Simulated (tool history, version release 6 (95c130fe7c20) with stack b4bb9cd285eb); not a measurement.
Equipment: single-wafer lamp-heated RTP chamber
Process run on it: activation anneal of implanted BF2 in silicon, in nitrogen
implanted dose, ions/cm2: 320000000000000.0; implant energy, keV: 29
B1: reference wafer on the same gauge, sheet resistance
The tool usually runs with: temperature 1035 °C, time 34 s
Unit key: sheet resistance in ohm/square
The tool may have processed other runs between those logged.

run 1 hour=0.0 | temperature=1035 time=50 | B1=289.04 | sheet_resistance=322.05
run 2 hour=34.1 | temperature=1035 time=34 | B1=289.14 | sheet_resistance=323.84
run 3 hour=47.9 | temperature=1035 time=34 | B1=288.90 | sheet_resistance=324.27
run 4 hour=74.0 | temperature=1035 time=34 | B1=288.79 | sheet_resistance=324.08
run 5 hour=98.2 | temperature=1035 time=34 | B1=289.03 | sheet_resistance=324.00
run 6 hour=113.4 | temperature=1035 time=34 | B1=289.06 | sheet_resistance=322.35
run 7 hour=126.9 | temperature=1035 time=49 | B1=289.18 | sheet_resistance=319.42
-- hour=142.5 pyrometer window cleaned and pyrometer calibrated
run 8 hour=150.5 | temperature=1035 time=49 | B1=289.03 | sheet_resistance=321.64
run 9 hour=184.7 | temperature=1035 time=49 | B1=289.18 | sheet_resistance=321.36
run 10 hour=211.0 | temperature=1035 time=34 | B1=289.11 | sheet_resistance=323.22
run 11 hour=224.9 | temperature=1035 time=34 | B1=288.97 | sheet_resistance=323.86
run 12 hour=253.7 | temperature=1022 time=34 | B1=289.05 | sheet_resistance=325.77
run 13 hour=278.6 | temperature=1045 time=40 | B1=288.97 | sheet_resistance=321.00
-- hour=295.6 reflector plate cleaned
run 14 hour=307.3 | temperature=1035 time=26 | B1=289.05 | sheet_resistance=325.07
-- hour=329.3 pyrometer window cleaned and pyrometer calibrated
run 15 hour=329.8 | temperature=1064 time=28 | B1=289.13 | sheet_resistance=322.15
-- hour=350.6 gauge calibrated
run 16 hour=418.7 | temperature=1035 time=34 | B1=288.97 | sheet_resistance=324.22
run 17 hour=448.6 | temperature=1035 time=34 | B1=289.11 | sheet_resistance=323.77
run 18 hour=479.1 | temperature=1006 time=41 | B1=289.05 | sheet_resistance=326.09
run 19 hour=494.0 | temperature=1035 time=42 | B1=289.08 | sheet_resistance=320.76
run 20 hour=508.7 | temperature=1015 time=34 | B1=289.00 | sheet_resistance=325.14
-- hour=532.3 pyrometer window cleaned and pyrometer calibrated
run 21 hour=532.7 | temperature=1015 time=41 | B1=289.11 | sheet_resistance=326.07
run 22 hour=599.0 | temperature=1046 time=24 | B1=289.04 | sheet_resistance=326.03
run 23 hour=632.5 | temperature=1035 time=16 | B1=289.18 | sheet_resistance=329.10
run 24 hour=668.4 | temperature=1035 time=34 | B1=288.99 | sheet_resistance=324.02

Alternative continuations, all from the tool just after run 24; predict every row:
run A hour=668.8 | temperature=1035 time=34 | B1=? | sheet_resistance=?
run B hour=668.8 | temperature=1035 time=43 | B1=? | sheet_resistance=?
run C hour=668.8 | temperature=1061 time=28 | B1=? | sheet_resistance=?
run D hour=668.8 | temperature=1019 time=24 | B1=? | sheet_resistance=?

run=A B1=289.02 sheet_resistance=324.37
run=B B1=289.02 sheet_resistance=322.32
run=C B1=289.02 sheet_resistance=322.15
run=D B1=289.02 sheet_resistance=328.53
Had the tool no hidden state, the same runs would have come out as:
run=A sheet_resistance=325.26
run=B sheet_resistance=323.36
run=C sheet_resistance=323.24
run=D sheet_resistance=329.18
